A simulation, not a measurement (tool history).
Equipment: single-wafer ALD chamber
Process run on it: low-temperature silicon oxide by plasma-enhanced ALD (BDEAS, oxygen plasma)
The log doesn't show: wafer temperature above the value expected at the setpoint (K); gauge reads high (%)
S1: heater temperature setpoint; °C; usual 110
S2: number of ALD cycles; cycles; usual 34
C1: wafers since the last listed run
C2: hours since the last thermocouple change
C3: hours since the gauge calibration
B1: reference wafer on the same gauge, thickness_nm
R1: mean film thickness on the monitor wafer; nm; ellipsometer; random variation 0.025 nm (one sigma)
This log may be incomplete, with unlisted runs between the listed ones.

Run 1, hour 0.0: usual settings; C1 0; C2 2267.0; C3 38.1; B1 3.928. Result: R1 4.734 nm.
Run 2, hour 8.3: usual settings; C1 91; C2 2275.3; C3 46.4; B1 3.933. Result: R1 4.835 nm.
Run 3, hour 20.9: usual settings; C1 139; C2 2287.9; C3 59.0; B1 3.935. Result: R1 4.748 nm.
Run 4, hour 38.8: usual settings; C1 197; C2 2305.8; C3 76.9; B1 3.937. Result: R1 4.783 nm.
Run 5, hour 56.1: usual settings but S1 100 °C, S2 39 cycles; C1 190; C2 2323.1; C3 94.2; B1 3.940. Result: R1 5.608 nm.
Run 6, hour 72.5: usual settings but S1 100 °C, S2 39 cycles; C1 180; C2 2339.5; C3 110.6; B1 3.932. Result: R1 5.641 nm.
Run 7, hour 79.2: usual settings but S1 100 °C, S2 39 cycles; C1 73; C2 2346.2; C3 117.3; B1 3.941. Result: R1 5.589 nm.
Run 8, hour 87.2: usual settings but S1 102 °C; C1 88; C2 2354.2; C3 125.3; B1 3.936. Result: R1 4.886 nm.
At hour 97.3: thermocouple changed; heater temperature recalibrated.
Run 9, hour 100.8: usual settings but S1 98 °C; C1 61; C2 3.5; C3 138.9; B1 3.935. Result: R1 4.946 nm.
At hour 115.0: gauge calibrated.
Run 10, hour 118.4: usual settings but S1 105 °C, S2 28 cycles; C1 194; C2 21.1; C3 3.4; B1 3.934. Result: R1 3.999 nm.
Run 11, hour 124.7: usual settings but S1 115 °C, S2 40 cycles; C1 69; C2 27.4; C3 9.7; B1 3.934. Result: R1 5.571 nm.
Run 12, hour 165.6: usual settings but S1 99 °C; C1 451; C2 68.3; C3 50.6; B1 3.929. Result: R1 4.881 nm.
Run 13, hour 183.4: usual settings but S1 98 °C; C1 196; C2 86.1; C3 68.4; B1 3.921. Result: R1 4.889 nm.
Run 14, hour 199.0: usual settings but S1 96 °C, S2 40 cycles; C1 172; C2 101.7; C3 84.0; B1 3.932. Result: R1 5.830 nm.
Run 15, hour 206.7: usual settings; C1 84; C2 109.4; C3 91.7; B1 3.923. Result: R1 4.783 nm.
At hour 240.6: gauge calibrated.
Run 16, hour 247.2: usual settings but S1 95 °C, S2 30 cycles; C1 446; C2 149.9; C3 6.6; B1 3.942. Result: R1 4.364 nm.

Hidden state at the last listed run before each entry between runs and at the first one after, where it differs:
Between runs 8 and 9: thermocouple changed; heater temperature recalibrated (hour 97.3)
  no difference in the tool's unlogged condition between these two runs
Between runs 9 and 10: gauge calibrated (hour 115.0)
  no difference in the tool's unlogged condition between these two runs
Between runs 15 and 16: gauge calibrated (hour 240.6)
  no difference in the tool's unlogged condition between these two runs
